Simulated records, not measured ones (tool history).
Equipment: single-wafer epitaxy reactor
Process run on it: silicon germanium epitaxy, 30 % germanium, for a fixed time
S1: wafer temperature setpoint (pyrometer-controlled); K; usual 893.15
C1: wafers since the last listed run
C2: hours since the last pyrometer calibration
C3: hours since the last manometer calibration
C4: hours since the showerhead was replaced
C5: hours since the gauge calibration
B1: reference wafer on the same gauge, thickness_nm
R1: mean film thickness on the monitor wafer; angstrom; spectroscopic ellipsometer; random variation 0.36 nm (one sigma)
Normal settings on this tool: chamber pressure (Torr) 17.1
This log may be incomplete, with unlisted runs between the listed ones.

Run 1, hour 0.0: usual settings; C1 0; C2 1902.3; C3 211.8; C4 2493.0; C5 1888.0; B1 67.392. Result: R1 774.88 angstrom.
Run 2, hour 26.8: usual settings but chamber pressure (Torr) 14.8; C1 558; C2 1929.1; C3 238.6; C4 2519.8; C5 1914.8; B1 67.205. Result: R1 720.54 angstrom.
Run 3, hour 73.2: usual settings; C1 967; C2 1975.5; C3 285.0; C4 2566.2; C5 1961.2; B1 67.391. Result: R1 781.34 angstrom.
Run 4, hour 144.0: usual settings; C1 1475; C2 2046.3; C3 355.8; C4 2637.0; C5 2032.0; B1 67.290. Result: R1 771.44 angstrom.
Run 5, hour 193.8: usual settings; C1 1037; C2 2096.1; C3 405.6; C4 2686.8; C5 2081.8; B1 67.211. Result: R1 781.94 angstrom.
Run 6, hour 258.0: usual settings; C1 1338; C2 2160.3; C3 469.8; C4 2751.0; C5 2146.0; B1 67.318. Result: R1 784.40 angstrom.
At hour 314.8: pyrometer calibrated.
Run 7, hour 325.9: usual settings; C1 1248; C2 11.1; C3 537.7; C4 2818.9; C5 2213.9; B1 67.310. Result: R1 778.08 angstrom.
At hour 375.1: showerhead replaced.
Run 8, hour 381.1: usual settings but chamber pressure (Torr) 14.5; C1 983; C2 66.3; C3 592.9; C4 6.0; C5 2269.1; B1 67.271. Result: R1 716.19 angstrom.
Run 9, hour 431.0: usual settings; C1 1040; C2 116.2; C3 642.8; C4 55.9; C5 2319.0; B1 67.268. Result: R1 780.54 angstrom.
Run 10, hour 490.5: usual settings; C1 1240; C2 175.7; C3 702.3; C4 115.4; C5 2378.5; B1 67.281. Result: R1 781.91 angstrom.
Run 11, hour 548.0: usual settings; C1 1198; C2 233.2; C3 759.8; C4 172.9; C5 2436.0; B1 67.221. Result: R1 782.45 angstrom.
Run 12, hour 577.0: usual settings but chamber pressure (Torr) 15.0; C1 604; C2 262.2; C3 788.8; C4 201.9; C5 2465.0; B1 67.226. Result: R1 729.28 angstrom.
At hour 630.4: gauge calibrated.
Run 13, hour 635.6: usual settings; C1 1221; C2 320.8; C3 847.4; C4 260.5; C5 5.2; B1 67.324. Result: R1 783.52 angstrom.
Run 14, hour 683.1: usual settings; C1 990; C2 368.3; C3 894.9; C4 308.0; C5 52.7; B1 67.332. Result: R1 783.72 angstrom.
Run 15, hour 750.7: usual settings but chamber pressure (Torr) 14.8; C1 1408; C2 435.9; C3 962.5; C4 375.6; C5 120.3; B1 67.213. Result: R1 723.46 angstrom.
Run 16, hour 775.4: usual settings but S1 884.15 K; C1 514; C2 460.6; C3 987.2; C4 400.3; C5 145.0; B1 67.211. Result: R1 680.15 angstrom.
Run 17, hour 805.0: usual settings but S1 881.15 K, chamber pressure (Torr) 21.3; C1 616; C2 490.2; C3 1016.8; C4 429.9; C5 174.6; B1 67.334. Result: R1 726.44 angstrom.
Run 18, hour 873.9: usual settings but S1 881.15 K, chamber pressure (Torr) 21.3; C1 1436; C2 559.1; C3 1085.7; C4 498.8; C5 243.5; B1 67.326. Result: R1 724.08 angstrom.
Run 19, hour 933.3: usual settings but S1 879.15 K, chamber pressure (Torr) 13.2; C1 1238; C2 618.5; C3 1145.1; C4 558.2; C5 302.9; B1 67.191. Result: R1 550.43 angstrom.
Run 20, hour 969.3: usual settings but S1 879.15 K, chamber pressure (Torr) 13.8; C1 750; C2 654.5; C3 1181.1; C4 594.2; C5 338.9; B1 67.346. Result: R1 563.95 angstrom.
Run 21, hour 1014.2: usual settings but S1 906.15 K; C1 935; C2 699.4; C3 1226.0; C4 639.1; C5 383.8; B1 67.166. Result: R1 964.06 angstrom.
At hour 1034.3: capacitance manometer re-zeroed and calibrated.
Run 22, hour 1082.2: usual settings but S1 885.15 K, chamber pressure (Torr) 19.0; C1 1250; C2 767.4; C3 47.9; C4 707.1; C5 451.8; B1 67.483. Result: R1 725.13 angstrom.
Run 23, hour 1113.5: usual settings; C1 652; C2 798.7; C3 79.2; C4 738.4; C5 483.1; B1 67.381. Result: R1 777.05 angstrom.
Run 24, hour 1166.4: usual settings but chamber pressure (Torr) 13.6; C1 1102; C2 851.6; C3 132.1; C4 791.3; C5 536.0; B1 67.152. Result: R1 693.47 angstrom.
Run 25, hour 1227.8: usual settings; C1 1279; C2 913.0; C3 193.5; C4 852.7; C5 597.4; B1 67.155. Result: R1 784.04 angstrom.
Run 26, hour 1299.3: usual settings but S1 901.15 K, chamber pressure (Torr) 18.3; C1 1490; C2 984.5; C3 265.0; C4 924.2; C5 668.9; B1 67.359. Result: R1 925.04 angstrom.
Run 27, hour 1335.2: usual settings; C1 748; C2 1020.4; C3 300.9; C4 960.1; C5 704.8; B1 67.307. Result: R1 785.88 angstrom.
Run 28, hour 1398.9: usual settings but S1 898.15 K; C1 1327; C2 1084.1; C3 364.6; C4 1023.8; C5 768.5; B1 67.322. Result: R1 849.22 angstrom.
Run 29, hour 1424.7: usual settings but S1 887.15 K, chamber pressure (Torr) 20.7; C1 537; C2 1109.9; C3 390.4; C4 1049.6; C5 794.3; B1 67.329. Result: R1 795.92 angstrom.
Run 30, hour 1470.4: usual settings but S1 900.15 K, chamber pressure (Torr) 14.3; C1 952; C2 1155.6; C3 436.1; C4 1095.3; C5 840.0; B1 67.229. Result: R1 804.51 angstrom.
Run 31, hour 1504.0: usual settings but S1 906.15 K, chamber pressure (Torr) 18.5; C1 700; C2 1189.2; C3 469.7; C4 1128.9; C5 873.6; B1 67.329. Result: R1 995.86 angstrom.
Run 32, hour 1538.6: usual settings but S1 908.15 K, chamber pressure (Torr) 21.2; C1 721; C2 1223.8; C3 504.3; C4 1163.5; C5 908.2; B1 67.155. Result: R1 1102.25 angstrom.
Run 33, hour 1585.3: usual settings but S1 886.15 K; C1 973; C2 1270.5; C3 551.0; C4 1210.2; C5 954.9; B1 67.233. Result: R1 708.42 angstrom.
Run 34, hour 1637.5: usual settings but S1 906.15 K, chamber pressure (Torr) 18.3; C1 1087; C2 1322.7; C3 603.2; C4 1262.4; C5 1007.1; B1 67.369. Result: R1 996.12 angstrom.
Run 35, hour 1700.9: usual settings but S1 904.15 K; C1 1321; C2 1386.1; C3 666.6; C4 1325.8; C5 1070.5; B1 67.164. Result: R1 936.69 angstrom.

Take each entry between the runs: how does the hidden state at the last listed run before it differ from the hidden state at the first listed run after it?
Runs 6 to 7: pyrometer calibrated (hour 314.8)
  true pressure above the setpoint (%): 1.35 -> 1.56
  the result without the hidden state subtracted from the measured one, R1: +5.40 -> +6.19 angstrom
Runs 7 to 8: showerhead replaced (hour 375.1)
  true pressure above the setpoint (%): 1.56 -> 1.71
  the result without the hidden state subtracted from the measured one, R1: +6.19 -> +6.23 angstrom
Runs 12 to 13: gauge calibrated (hour 630.4)
  true pressure above the setpoint (%): 2.11 -> 2.21
  the result without the hidden state subtracted from the measured one, R1: +7.82 -> +8.77 angstrom
Runs 21 to 22: capacitance manometer re-zeroed and calibrated (hour 1034.3)
  true pressure above the setpoint (%): 2.58 -> 0.762
  the result without the hidden state subtracted from the measured one, R1: +12.56 -> +2.84 angstrom
